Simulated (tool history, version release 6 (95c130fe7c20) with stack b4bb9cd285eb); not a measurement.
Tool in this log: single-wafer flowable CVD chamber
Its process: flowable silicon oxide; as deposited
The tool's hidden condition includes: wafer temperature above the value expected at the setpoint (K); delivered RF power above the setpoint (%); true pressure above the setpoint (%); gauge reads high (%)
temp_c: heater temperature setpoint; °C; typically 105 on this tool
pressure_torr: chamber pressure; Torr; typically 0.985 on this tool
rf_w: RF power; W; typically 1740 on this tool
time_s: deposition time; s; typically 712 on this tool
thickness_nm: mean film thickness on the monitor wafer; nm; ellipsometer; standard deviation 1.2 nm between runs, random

| run | hour | temp_c | pressure_torr | rf_w | time_s | wafers since the last listed run | hours since the last thermocouple change | hours since the last RF generator calibration | hours since the last manometer calibration | hours since the showerhead was replaced | hours since the gauge calibration | read-back reference wafer on the same gauge, thickness_nm | thickness_nm |
|---|---|---|---|---|---|---|---|---|---|---|---|---|---|
| 1 | 0 | 94 | 0.985 | 1740 | 712 | 0 | 1728.3 | 1247.6 | 1614.6 | 3441.6 | 219.7 | 370.9 | 682.352 |
| 2 | 33.5 | 94 | 0.985 | 1740 | 712 | 133 | 1761.8 | 1281.1 | 1648.1 | 3475.1 | 253.2 | 370.987 | 678.249 |
| 3 | 60.3 | 94 | 0.985 | 1740 | 712 | 106 | 1788.6 | 1307.9 | 1674.9 | 3501.9 | 280 | 371.289 | 680.576 |
| 4 | 110.5 | 105 | 0.985 | 1740 | 712 | 200 | 1838.8 | 1358.1 | 1725.1 | 3552.1 | 330.2 | 371.097 | 446.539 |
| 5 | 164 | 105 | 0.985 | 1740 | 712 | 213 | 1892.3 | 1411.6 | 1778.6 | 3605.6 | 383.7 | 371.003 | 446.988 |
| 6 | 226.7 | 105 | 0.985 | 1740 | 712 | 250 | 1955 | 1474.3 | 1841.3 | 3668.3 | 446.4 | 370.666 | 447.36 |
| 7 | 282.7 | 105 | 0.985 | 1740 | 712 | 223 | 2011 | 1530.3 | 1897.3 | 3724.3 | 502.4 | 370.833 | 449.374 |
| 8 | 309.5 | 110 | 1.039 | 1740 | 712 | 106 | 2037.8 | 1557.1 | 1924.1 | 3751.1 | 529.2 | 371.1 | 385.725 |
| 9 | 347.6 | 110 | 1.039 | 1740 | 712 | 152 | 2075.9 | 1595.2 | 1962.2 | 3789.2 | 567.3 | 370.941 | 386.74 |
|  | 369.8 | thermocouple changed; heater temperature recalibrated |
| 10 | 388 | 94 | 0.985 | 1740 | 712 | 129 | 18.2 | 1635.6 | 2002.6 | 3829.6 | 607.7 | 371.235 | 679.196 |
|  | 399.5 | showerhead replaced |
| 11 | 430.7 | 96 | 0.748 | 1740 | 712 | 138 | 60.9 | 1678.3 | 2045.3 | 31.2 | 650.4 | 370.976 | 524.815 |
|  | 441.1 | capacitance manometer re-zeroed and calibrated |
|  | 443.6 | RF generator calibrated |
| 12 | 490.6 | 105 | 0.985 | 1740 | 712 | 197 | 120.8 | 47 | 49.5 | 91.1 | 710.3 | 370.917 | 426.489 |
| 13 | 532.9 | 117 | 0.985 | 1740 | 712 | 168 | 163.1 | 89.3 | 91.8 | 133.4 | 752.6 | 370.887 | 276.448 |
| 14 | 598.2 | 105 | 0.912 | 1740 | 803 | 260 | 228.4 | 154.6 | 157.1 | 198.7 | 817.9 | 370.699 | 457.222 |
|  | 602.7 | gauge calibrated |
| 15 | 626.9 | 96 | 0.985 | 2045 | 641 | 114 | 257.1 | 183.3 | 185.8 | 227.4 | 24.2 | 371.009 | 565.242 |
| 16 | 694.6 | 105 | 0.781 | 1740 | 712 | 270 | 324.8 | 251 | 253.5 | 295.1 | 91.9 | 371.118 | 367.577 |
| 17 | 735.2 | 105 | 1.09 | 1740 | 663 | 162 | 365.4 | 291.6 | 294.1 | 335.7 | 132.5 | 370.947 | 432.31 |
| 18 | 764.1 | 105 | 1.132 | 1895 | 712 | 115 | 394.3 | 320.5 | 323 | 364.6 | 161.4 | 370.934 | 487.747 |
| 19 | 788.7 | 105 | 0.985 | 1740 | 712 | 98 | 418.9 | 345.1 | 347.6 | 389.2 | 186 | 370.854 | 434.709 |

What the log doesn't show, run by run:
wafer temperature above the value expected at the setpoint (K): 0 at every run
delivered RF power above the setpoint (%): 0 at every run
gauge reads high (%): 0 at every run
H1: true pressure above the setpoint (%)
| run | H1 |
|---|---|
| 1 | 8.08 |
| 2 | 8.13 |
| 3 | 8.16 |
| 4 | 8.22 |
| 5 | 8.28 |
| 6 | 8.34 |
| 7 | 8.39 |
| 8 | 8.42 |
| 9 | 8.45 |
| 10 | 8.48 |
| 11 | 8.52 |
| 12 | 0.619 |
| 13 | 1.05 |
| 14 | 1.66 |
| 15 | 1.92 |
| 16 | 2.48 |
| 17 | 2.79 |
| 18 | 3.01 |
| 19 | 3.18 |
